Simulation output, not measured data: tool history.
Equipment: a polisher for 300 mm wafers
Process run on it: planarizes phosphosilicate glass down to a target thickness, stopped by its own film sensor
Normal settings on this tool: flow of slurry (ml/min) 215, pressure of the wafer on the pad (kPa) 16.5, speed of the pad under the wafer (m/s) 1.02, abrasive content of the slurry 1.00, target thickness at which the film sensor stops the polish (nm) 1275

run   hour  flow of slurry (ml/min)  pressure of the wafer on the pad (kPa)  speed of the pad under the wafer (m/s)  abrasive content of the slurry  target thickness at which the film sensor stops the polish (nm)  wafers since the last listed run  wafers polished on this pad  hours since the slurry nozzle was cleaned  hours since the head pressure was calibrated  hours since the slurry blender was calibrated  hours since the conditioning disc was replaced  incoming thickness of the incoming film, nm  time until the film sensor stopped the polish (s)
  1    0.0                      215                                    16.5                                    1.02                            1.00                                                             1275                                 0                            3                                      369.0                                         721.4                                          317.6                                           170.5                                       1991.1                                              141.8
       3.4  -- slurry blender recalibrated
  2   33.0                      215                                    16.5                                    1.02                            1.00                                                             1275                               151                          155                                      402.0                                         754.4                                           29.6                                           203.5                                       1977.4                                              145.4
  3   51.7                      215                                    16.5                                    1.02                            1.00                                                             1275                                91                          246                                      420.7                                         773.1                                           48.3                                           222.2                                       1948.7                                              142.5
  4   81.4                      215                                    16.5                                    1.02                            1.15                                                             1275                               144                          391                                      450.4                                         802.8                                           78.0                                           251.9                                       1983.3                                              133.6
  5  105.8                      215                                    16.5                                    1.02                            1.00                                                             1337                               119                          510                                      474.8                                         827.2                                          102.4                                           276.3                                       1947.8                                              129.4
  6  138.0                      215                                    16.5                                    1.02                            1.00                                                             1337                               157                          667                                      507.0                                         859.4                                          134.6                                           308.5                                       1964.3                                              133.6
     147.6  -- worn pad replaced by a new one, repeated, since the last time left the tool worse
  7  189.3                      215                                    16.5                                    1.02                            1.00                                                             1337                               230                          203                                      558.3                                         910.7                                          185.9                                           359.8                                       1951.4                                              110.7
  8  214.3                      215                                    16.5                                    1.02                            1.00                                                             1469                               121                          325                                      583.3                                         935.7                                          210.9                                           384.8                                       1966.8                                               90.0
  9  236.9                      215                                    16.5                                    1.02                            1.00                                                             1469                               110                          435                                      605.9                                         958.3                                          233.5                                           407.4                                       1999.3                                               95.8
 10  253.1                      215                                    16.5                                    1.02                            1.00                                                             1275                                79                          514                                      622.1                                         974.5                                          249.7                                           423.6                                       1955.7                                              127.1
 11  279.9                      215                                    16.5                                    1.02                            1.00                                                             1419                               130                          645                                      648.9                                        1001.3                                          276.5                                           450.4                                       1938.3                                               97.7
 12  313.4                      215                                    16.5                                    1.02                            1.00                                                             1275                               163                          808                                      682.4                                        1034.8                                          310.0                                           483.9                                       1941.6                                              126.2
     328.0  -- slurry nozzle cleaned
     331.5  -- slurry blender recalibrated
 13  333.6                      215                                    16.5                                    1.02                            1.00                                                             1275                                83                          892                                        5.6                                        1055.0                                            2.1                                           504.1                                       1944.5                                              126.2
     353.4  -- worn pad replaced by a new one
 14  354.8                      215                                    14.5                                    1.02                            0.90                                                             1455                                83                            6                                       26.8                                        1076.2                                           23.3                                           525.3                                       1968.4                                              111.4
     369.6  -- conditioning disc replaced and pad reconditioned
 15  379.7                      215                                    21.4                                    1.02                            1.25                                                             1275                               111                          118                                       51.7                                        1101.1                                           48.2                                            10.1                                       2005.6                                               90.6
 16  403.2                      215                                    16.5                                    1.02                            1.00                                                             1275                               114                          232                                       75.2                                        1124.6                                           71.7                                            33.6                                       1987.8                                              134.2
     449.8  -- head pressure recalibrated
 17  504.6                      215                                    16.5                                    1.02                            1.00                                                             1275                               484                          717                                      176.6                                          54.8                                          173.1                                           135.0                                       1944.8                                              130.9
 18  524.2                      280                                    13.1                                    1.02                            0.85                                                             1184                                95                          813                                      196.2                                          74.4                                          192.7                                           154.6                                       1975.6                                              219.7
     549.7  -- worn pad replaced by a new one
 19  550.2                      150                                    12.4                                    1.02                            0.75                                                             1275                               107                            2                                      222.2                                         100.4                                          218.7                                           180.6                                       1996.2                                              239.7
 20  567.4                      250                                    16.5                                    1.02                            1.00                                                             1275                                83                           86                                      239.4                                         117.6                                          235.9                                           197.8                                       1983.0                                              126.8
 21  582.4                      215                                    19.3                                    1.02                            1.00                                                             1275                                73                          159                                      254.4                                         132.6                                          250.9                                           212.8                                       1983.9                                              109.9
 22  617.3                      215                                    16.5                                    1.02                            1.00                                                             1103                               170                          329                                      289.3                                         167.5                                          285.8                                           247.7                                       2008.2                                              167.8
 23  634.8                      215                                    16.5                                    1.02                            1.00                                                             1112                                85                          415                                      306.8                                         185.0                                          303.3                                           265.2                                       1965.2                                              163.3
 24  651.7                      215                                    15.2                                    0.66                            1.00                                                             1275                                82                          497                                      323.7                                         201.9                                          320.2                                           282.1                                       1960.8                                              179.6
 25  665.1                      175                                    16.5                                    1.12                            1.00                                                             1424                                65                          562                                      337.1                                         215.3                                          333.6                                           295.5                                       2007.9                                              110.8
 26  677.6                      215                                    17.9                                    1.02                            0.90                                                             1275                                60                          623                                      349.6                                         227.8                                          346.1                                           308.0                                       1972.4                                              131.3

Measured minus without-hidden-state, run by run (identical run-to-run variation in each term; gauge scatter may differ):
The hidden state here: removal rate lost through wear of the pad, %; slurry flow missing at the pad, %; deviation of the head's pressure from its setpoint, %; abrasive missing from the slurry, %; time polished since the conditioner stopped cutting, s.
run  time until the film sensor stopped the polish (s)
  1                                              +16.2
  2                                              +21.2
  3                                              +22.4
  4                                              +22.6
  5                                              +22.7
  6                                              +24.3
  7                                               +4.2
  8                                               +4.7
  9                                               +5.7
 10                                               +8.0
 11                                               +6.7
 12                                               +9.1
 13                                               +9.3
 14                                               +0.7
 15                                               +2.8
 16                                               +6.3
 17                                               +9.7
 18                                              +16.7
 19                                               +3.0
 20                                               +3.9
 21                                               +4.8
 22                                              +10.5
 23                                              +11.2
 24                                              +13.2
 25                                               +8.5
 26                                              +10.3
